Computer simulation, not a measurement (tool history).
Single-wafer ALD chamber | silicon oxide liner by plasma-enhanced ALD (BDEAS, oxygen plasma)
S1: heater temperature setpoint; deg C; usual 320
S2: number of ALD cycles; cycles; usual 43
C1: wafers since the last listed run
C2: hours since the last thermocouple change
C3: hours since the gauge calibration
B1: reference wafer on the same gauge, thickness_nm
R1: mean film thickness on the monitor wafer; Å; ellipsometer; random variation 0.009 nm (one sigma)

run,hour,S1,S2,C1,C2,C3,B1,R1
1,0.0,329,43,0,1989.4,276.9,4.911,40.51
2,24.2,329,43,173,2013.6,301.1,4.910,40.60
3,53.6,329,43,210,2043.0,330.5,4.913,40.72
4,68.9,320,43,109,2058.3,345.8,4.914,41.10
# hour 82.1: gauge calibrated
5,83.4,320,43,103,2072.8,1.3,4.912,41.04
6,98.9,320,43,111,2088.3,16.8,4.909,41.11
7,119.7,320,43,149,2109.1,37.6,4.913,41.02
8,140.7,320,43,150,2130.1,58.6,4.909,40.95
9,156.2,320,43,111,2145.6,74.1,4.909,40.97
10,169.7,320,43,96,2159.1,87.6,4.913,41.16
11,184.3,320,43,104,2173.7,102.2,4.910,40.99
12,204.1,320,43,141,2193.5,122.0,4.910,40.94
13,223.2,309,40,136,2212.6,141.1,4.913,38.68
14,257.5,332,47,245,2246.9,175.4,4.910,44.24
# hour 277.7: thermocouple changed; heater temperature recalibrated
15,291.2,314,34,184,13.5,209.1,4.913,32.62
16,325.8,326,36,248,48.1,243.7,4.912,34.03
17,361.5,316,43,255,83.8,279.4,4.911,41.30
18,386.4,332,46,178,108.7,304.3,4.912,43.15
# hour 407.3: gauge calibrated
19,413.0,309,47,190,135.3,5.7,4.912,45.41
20,441.5,320,43,204,163.8,34.2,4.912,41.05
21,463.4,329,43,156,185.7,56.1,4.908,40.55
22,490.9,333,38,197,213.2,83.6,4.911,35.56
23,511.7,310,35,149,234.0,104.4,4.910,33.77
24,540.0,320,43,202,262.3,132.7,4.907,41.00
25,564.4,325,40,174,286.7,157.1,4.911,37.75

5 ways to go on from here, each from the tool as it stands after run 25. What would each give?
A,564.9,320,43,3,287.2,157.6,?,?
B,564.9,327,47,3,287.2,157.6,?,?
C,564.9,326,43,3,287.2,157.6,?,?
D,564.9,329,37,3,287.2,157.6,?,?
E,564.9,327,35,3,287.2,157.6,?,?

run,B1,R1
A,4.911,40.93
B,4.911,44.34
C,4.911,40.62
D,4.911,34.82
E,4.911,33.02
Without the tool's hidden state the same runs would have given:
run,R1
A,40.93
B,44.34
C,40.62
D,34.82
E,33.02
